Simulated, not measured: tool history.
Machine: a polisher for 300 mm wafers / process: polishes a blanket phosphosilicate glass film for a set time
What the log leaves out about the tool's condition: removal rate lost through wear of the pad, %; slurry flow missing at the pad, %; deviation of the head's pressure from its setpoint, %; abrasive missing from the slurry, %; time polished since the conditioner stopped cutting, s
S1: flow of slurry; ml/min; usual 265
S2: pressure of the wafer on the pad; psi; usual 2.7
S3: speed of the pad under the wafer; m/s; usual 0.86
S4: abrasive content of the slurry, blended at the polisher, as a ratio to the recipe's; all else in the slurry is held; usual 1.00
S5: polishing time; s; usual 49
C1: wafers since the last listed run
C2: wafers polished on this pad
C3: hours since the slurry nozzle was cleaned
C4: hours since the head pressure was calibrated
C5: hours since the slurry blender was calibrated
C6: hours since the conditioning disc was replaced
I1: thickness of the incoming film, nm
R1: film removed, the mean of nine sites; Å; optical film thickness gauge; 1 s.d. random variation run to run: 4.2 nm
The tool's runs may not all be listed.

Run 1, hour 0.0: usual settings; C1 0; C2 956; C3 306.6; C4 791.1; C5 435.9; C6 178.8; I1 2993.5. Result: R1 3120 Å.
Run 2, hour 10.2: usual settings; C1 114; C2 1071; C3 316.8; C4 801.3; C5 446.1; C6 189.0; I1 2936.6. Result: R1 3118 Å.
Run 3, hour 22.0: usual settings; C1 132; C2 1204; C3 328.6; C4 813.1; C5 457.9; C6 200.8; I1 2897.1. Result: R1 3136 Å.
At hour 30.3: worn pad replaced by a new one.
Run 4, hour 32.6: usual settings; C1 74; C2 26; C3 339.2; C4 823.7; C5 468.5; C6 211.4; I1 2966.0. Result: R1 3032 Å.
At hour 41.8: slurry nozzle cleaned.
Run 5, hour 43.2: usual settings; C1 108; C2 134; C3 1.4; C4 834.3; C5 479.1; C6 222.0; I1 2924.0. Result: R1 3110 Å.
At hour 52.9: slurry blender recalibrated.
Run 6, hour 54.5: usual settings; C1 104; C2 239; C3 12.7; C4 845.6; C5 1.6; C6 233.3; I1 2944.0. Result: R1 3055 Å.
Run 7, hour 64.6: usual settings but S1 355 ml/min, S2 3.0 psi, S3 1.04 m/s, S5 58 s; C1 113; C2 352; C3 22.8; C4 855.7; C5 11.7; C6 243.4; I1 2956.5. Result: R1 4807 Å.
Run 8, hour 89.0: usual settings but S4 1.10; C1 274; C2 627; C3 47.2; C4 880.1; C5 36.1; C6 267.8; I1 2992.6. Result: R1 3174 Å.
Run 9, hour 104.5: usual settings but S3 0.58 m/s; C1 174; C2 802; C3 62.7; C4 895.6; C5 51.6; C6 283.3; I1 2921.9. Result: R1 2233 Å.
Run 10, hour 111.7: usual settings but S5 35 s; C1 81; C2 883; C3 69.9; C4 902.8; C5 58.8; C6 290.5; I1 2950.0. Result: R1 2225 Å.
Run 11, hour 118.9: usual settings but S1 340 ml/min; C1 81; C2 964; C3 77.1; C4 910.0; C5 66.0; C6 297.7; I1 2971.5. Result: R1 3178 Å.
Run 12, hour 135.0: usual settings; C1 181; C2 1146; C3 93.2; C4 926.1; C5 82.1; C6 313.8; I1 2941.5. Result: R1 3071 Å.
At hour 151.1: worn pad replaced by a new one.
Run 13, hour 151.5: usual settings but S1 335 ml/min, S5 40 s; C1 140; C2 4; C3 109.7; C4 942.6; C5 98.6; C6 330.3; I1 3009.1. Result: R1 2588 Å.
At hour 162.1: conditioning disc replaced and pad reconditioned.
Run 14, hour 164.4: usual settings but S1 335 ml/min, S2 2.1 psi, S4 0.90, S5 34 s; C1 122; C2 126; C3 122.6; C4 955.5; C5 111.5; C6 2.3; I1 2940.2. Result: R1 1643 Å.
Run 15, hour 170.8: usual settings but S3 0.94 m/s; C1 72; C2 198; C3 129.0; C4 961.9; C5 117.9; C6 8.7; I1 2971.6. Result: R1 3284 Å.
Run 16, hour 181.9: usual settings but S2 3.1 psi; C1 125; C2 324; C3 140.1; C4 973.0; C5 129.0; C6 19.8; I1 2920.1. Result: R1 3497 Å.
Run 17, hour 197.0: usual settings but S1 215 ml/min, S2 2.0 psi, S3 0.68 m/s, S4 1.25; C1 170; C2 494; C3 155.2; C4 988.1; C5 144.1; C6 34.9; I1 2969.5. Result: R1 1968 Å.
At hour 210.1: head pressure recalibrated.
Run 18, hour 210.5: usual settings but S1 315 ml/min, S2 3.2 psi, S3 1.12 m/s; C1 129; C2 623; C3 168.7; C4 0.4; C5 157.6; C6 48.4; I1 2899.8. Result: R1 4542 Å.
Run 19, hour 220.1: usual settings but S3 1.16 m/s, S5 62 s; C1 108; C2 732; C3 178.3; C4 10.0; C5 167.2; C6 58.0; I1 2957.4. Result: R1 4924 Å.
Run 20, hour 227.1: usual settings but S2 2.3 psi, S4 0.75; C1 78; C2 810; C3 185.3; C4 17.0; C5 174.2; C6 65.0; I1 2948.0. Result: R1 2388 Å.
Run 21, hour 238.3: usual settings but S2 2.0 psi, S5 62 s; C1 126; C2 937; C3 196.5; C4 28.2; C5 185.4; C6 76.2; I1 2951.8. Result: R1 2868 Å.
Run 22, hour 250.9: usual settings but S3 0.72 m/s, S4 1.30; C1 141; C2 1079; C3 209.1; C4 40.8; C5 198.0; C6 88.8; I1 2923.4. Result: R1 2843 Å.
At hour 260.8: worn pad replaced by a new one.
Run 23, hour 261.9: usual settings; C1 78; C2 12; C3 220.1; C4 51.8; C5 209.0; C6 99.8; I1 2971.3. Result: R1 3029 Å.
Run 24, hour 278.9: usual settings but S2 3.3 psi, S3 0.94 m/s, S4 1.25; C1 191; C2 203; C3 237.1; C4 68.8; C5 226.0; C6 116.8; I1 2892.3. Result: R1 4172 Å.
Run 25, hour 290.8: usual settings; C1 134; C2 337; C3 249.0; C4 80.7; C5 237.9; C6 128.7; I1 2900.1. Result: R1 3041 Å.
Run 26, hour 308.1: usual settings; C1 194; C2 532; C3 266.3; C4 98.0; C5 255.2; C6 146.0; I1 2961.4. Result: R1 3148 Å.

List, for all runs, the conditions of the tool that the log does not record:
removal rate lost through wear of the pad, %: 0 at every run
slurry flow missing at the pad, %: 0 at every run
deviation of the head's pressure from its setpoint, %: 0 at every run
abrasive missing from the slurry, %: 0 at every run
time polished since the conditioner stopped cutting, s: 0 at every run

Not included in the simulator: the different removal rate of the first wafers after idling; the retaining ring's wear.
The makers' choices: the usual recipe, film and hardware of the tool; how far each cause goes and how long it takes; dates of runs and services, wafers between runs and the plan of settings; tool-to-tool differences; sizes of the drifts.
